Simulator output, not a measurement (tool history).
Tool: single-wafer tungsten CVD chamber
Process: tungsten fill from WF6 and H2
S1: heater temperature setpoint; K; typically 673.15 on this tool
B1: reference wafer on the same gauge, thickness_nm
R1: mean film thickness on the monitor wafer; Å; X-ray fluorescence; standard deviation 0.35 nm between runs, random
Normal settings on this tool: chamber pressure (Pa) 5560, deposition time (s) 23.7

run 1 hour=0.0 | S1=662.15 chamber_pressure_(Pa)=5560 deposition_time_(s)=23.7 | B1=81.673 | R1=705.14
run 2 hour=22.7 | S1=662.15 chamber_pressure_(Pa)=5560 deposition_time_(s)=23.7 | B1=81.753 | R1=711.65
run 3 hour=116.7 | S1=670.15 chamber_pressure_(Pa)=5560 deposition_time_(s)=23.7 | B1=81.704 | R1=840.92
run 4 hour=151.5 | S1=673.15 chamber_pressure_(Pa)=5560 deposition_time_(s)=23.7 | B1=81.700 | R1=894.78
run 5 hour=168.4 | S1=673.15 chamber_pressure_(Pa)=5560 deposition_time_(s)=23.7 | B1=81.676 | R1=898.92
run 6 hour=257.8 | S1=673.15 chamber_pressure_(Pa)=4720 deposition_time_(s)=26.9 | B1=81.646 | R1=963.89
-- hour=284.9 capacitance manometer re-zeroed and calibrated
run 7 hour=285.4 | S1=673.15 chamber_pressure_(Pa)=4720 deposition_time_(s)=26.9 | B1=81.613 | R1=966.52
run 8 hour=319.9 | S1=673.15 chamber_pressure_(Pa)=4720 deposition_time_(s)=26.9 | B1=81.721 | R1=968.83
run 9 hour=336.9 | S1=673.15 chamber_pressure_(Pa)=5560 deposition_time_(s)=23.7 | B1=81.734 | R1=914.46
run 10 hour=418.7 | S1=673.15 chamber_pressure_(Pa)=5560 deposition_time_(s)=23.7 | B1=81.687 | R1=914.72
run 11 hour=438.7 | S1=673.15 chamber_pressure_(Pa)=5560 deposition_time_(s)=23.7 | B1=81.746 | R1=918.88
run 12 hour=462.8 | S1=673.15 chamber_pressure_(Pa)=5560 deposition_time_(s)=23.7 | B1=81.701 | R1=919.70
run 13 hour=494.0 | S1=673.15 chamber_pressure_(Pa)=5560 deposition_time_(s)=23.7 | B1=81.776 | R1=927.38
-- hour=494.2 gauge calibrated
-- hour=505.7 thermocouple changed; heater temperature recalibrated
-- hour=518.9 showerhead replaced, of another model than before
run 14 hour=525.1 | S1=673.15 chamber_pressure_(Pa)=5560 deposition_time_(s)=23.7 | B1=81.740 | R1=811.97
run 15 hour=557.5 | S1=673.15 chamber_pressure_(Pa)=6946 deposition_time_(s)=23.7 | B1=81.712 | R1=901.59
run 16 hour=576.8 | S1=673.15 chamber_pressure_(Pa)=5560 deposition_time_(s)=23.7 | B1=81.696 | R1=816.65
run 17 hour=607.3 | S1=667.15 chamber_pressure_(Pa)=4280 deposition_time_(s)=19.6 | B1=81.741 | R1=528.60
run 18 hour=642.1 | S1=673.15 chamber_pressure_(Pa)=5560 deposition_time_(s)=23.7 | B1=81.687 | R1=809.48
run 19 hour=669.3 | S1=673.15 chamber_pressure_(Pa)=5560 deposition_time_(s)=23.7 | B1=81.643 | R1=824.72
run 20 hour=688.1 | S1=673.15 chamber_pressure_(Pa)=4746 deposition_time_(s)=23.7 | B1=81.651 | R1=762.52
run 21 hour=710.2 | S1=659.15 chamber_pressure_(Pa)=5560 deposition_time_(s)=23.7 | B1=81.712 | R1=617.29
run 22 hour=728.2 | S1=664.15 chamber_pressure_(Pa)=5560 deposition_time_(s)=19.1 | B1=81.666 | R1=548.22
run 23 hour=751.7 | S1=682.15 chamber_pressure_(Pa)=6319 deposition_time_(s)=23.7 | B1=81.720 | R1=1026.23
run 24 hour=770.5 | S1=662.15 chamber_pressure_(Pa)=6879 deposition_time_(s)=21.6 | B1=81.701 | R1=659.83
run 25 hour=803.6 | S1=678.15 chamber_pressure_(Pa)=5026 deposition_time_(s)=21.1 | B1=81.738 | R1=760.94
run 26 hour=820.6 | S1=673.15 chamber_pressure_(Pa)=5560 deposition_time_(s)=23.7 | B1=81.702 | R1=816.59
run 27 hour=838.3 | S1=684.15 chamber_pressure_(Pa)=5560 deposition_time_(s)=23.7 | B1=81.763 | R1=1011.16
run 28 hour=864.4 | S1=661.15 chamber_pressure_(Pa)=4426 deposition_time_(s)=19.2 | B1=81.698 | R1=463.40
run 29 hour=881.6 | S1=673.15 chamber_pressure_(Pa)=5560 deposition_time_(s)=23.7 | B1=81.673 | R1=816.23

Predict each of these 3 candidate next runs independently; none follows another, all start after run 29:
run A hour=882.0 | S1=673.15 chamber_pressure_(Pa)=4906 deposition_time_(s)=23.7 | B1=? | R1=?
run B hour=882.0 | S1=673.15 chamber_pressure_(Pa)=5560 deposition_time_(s)=20.8 | B1=? | R1=?
run C hour=882.0 | S1=673.15 chamber_pressure_(Pa)=5173 deposition_time_(s)=23.7 | B1=? | R1=?

run=A B1=81.703 R1=762.39
run=B B1=81.703 R1=710.00
run=C B1=81.703 R1=782.09
Without the tool's hidden state the same runs would have given:
run=A R1=758.15
run=B R1=706.05
run=C R1=777.74
